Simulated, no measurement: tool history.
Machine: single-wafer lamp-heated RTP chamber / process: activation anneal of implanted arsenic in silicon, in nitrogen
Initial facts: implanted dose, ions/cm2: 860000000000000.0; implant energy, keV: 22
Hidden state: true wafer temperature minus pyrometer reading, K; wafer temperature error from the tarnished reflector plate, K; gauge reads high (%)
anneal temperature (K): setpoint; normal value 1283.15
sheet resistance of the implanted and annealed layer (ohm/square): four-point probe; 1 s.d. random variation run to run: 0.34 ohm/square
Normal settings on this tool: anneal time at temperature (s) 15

run	hour	anneal temperature (K)	anneal time at temperature (s)	wafers since the last listed run	wafers since the last pyrometer calibration	wafers since the reflector plate was cleaned	hours since the gauge calibration	read-back reference wafer on the same gauge, sheet resistance	sheet resistance of the implanted and annealed layer (ohm/square)
1	0	1283.15	12	0	989	6652	1228.2	162.98	144.63
# hour 5.6: gauge calibrated
2	91	1283.15	12	1242	2231	7894	85.4	163.04	143.83
3	176.6	1283.15	12	1168	3399	9062	171	162.91	143.24
4	244.5	1283.15	11	926	4326	9989	238.9	162.91	143.53
# hour 260.2: pyrometer window cleaned and pyrometer calibrated
5	314.1	1259.15	11	840	736	10830	308.5	162.83	151.06
6	385	1259.15	11	967	1703	11797	379.4	162.87	150.28
7	438.2	1261.15	15	726	2430	12524	432.6	163.08	147.23
8	492.7	1261.15	15	743	3173	13267	487.1	163.05	146.1
# hour 559.8: pyrometer window cleaned and pyrometer calibrated
9	560.3	1261.15	15	813	6	14081	554.7	163.09	147.47
# hour 686.2: reflector plate cleaned
10	810.4	1283.15	18	3304	3311	1695	804.8	163.17	140.71
# hour 884.2: pyrometer window cleaned and pyrometer calibrated
11	898.5	1283.15	15	1093	195	2788	892.9	163.06	144.02
12	960.7	1273.15	15	848	1044	3637	955.1	163.15	145.32
13	1031.1	1272.15	23	960	2005	4598	1025.5	163.05	141.64
14	1100.6	1267.15	15	948	2953	5547	1095	162.83	145.95
15	1182.9	1255.15	15	1123	4076	6670	1177.3	162.82	147.17
# hour 1231: pyrometer window cleaned and pyrometer calibrated
16	1236	1254.15	7	615	68	7286	1230.4	163.01	156.83
# hour 1255.6: gauge calibrated
17	1273.5	1283.15	17	511	580	7797	17.9	163.1	142.14
18	1368.7	1265.15	11	1299	1879	9097	113.1	162.84	148.33
19	1448.7	1283.15	7	1091	2971	10189	193.1	162.77	147.01
20	1488.5	1283.15	15	543	3514	10732	232.9	163.11	141.35
# hour 1539.1: pyrometer window cleaned and pyrometer calibrated
21	1576.2	1256.15	7	1087	507	11820	320.6	162.94	156.05

For each run, what was the tool's unlogged condition?
gauge reads high (%): 0 at every run
H1: true wafer temperature minus pyrometer reading, K
H2: wafer temperature error from the tarnished reflector plate, K
run	H1	H2
1	4.22	6.5
2	7.68	6.98
3	10.9	7.33
4	13.5	7.56
5	2.51	7.75
6	5.21	7.91
7	7.24	8.01
8	9.31	8.11
9	2.44	8.2
10	12	3.31
11	0.558	4.59
12	2.93	5.33
13	5.61	6.03
14	8.25	6.6
15	11.4	7.14
16	2.89	7.43
17	4.32	7.62
18	7.94	8
19	11	8.26
20	12.5	8.37
21	1.94	8.57

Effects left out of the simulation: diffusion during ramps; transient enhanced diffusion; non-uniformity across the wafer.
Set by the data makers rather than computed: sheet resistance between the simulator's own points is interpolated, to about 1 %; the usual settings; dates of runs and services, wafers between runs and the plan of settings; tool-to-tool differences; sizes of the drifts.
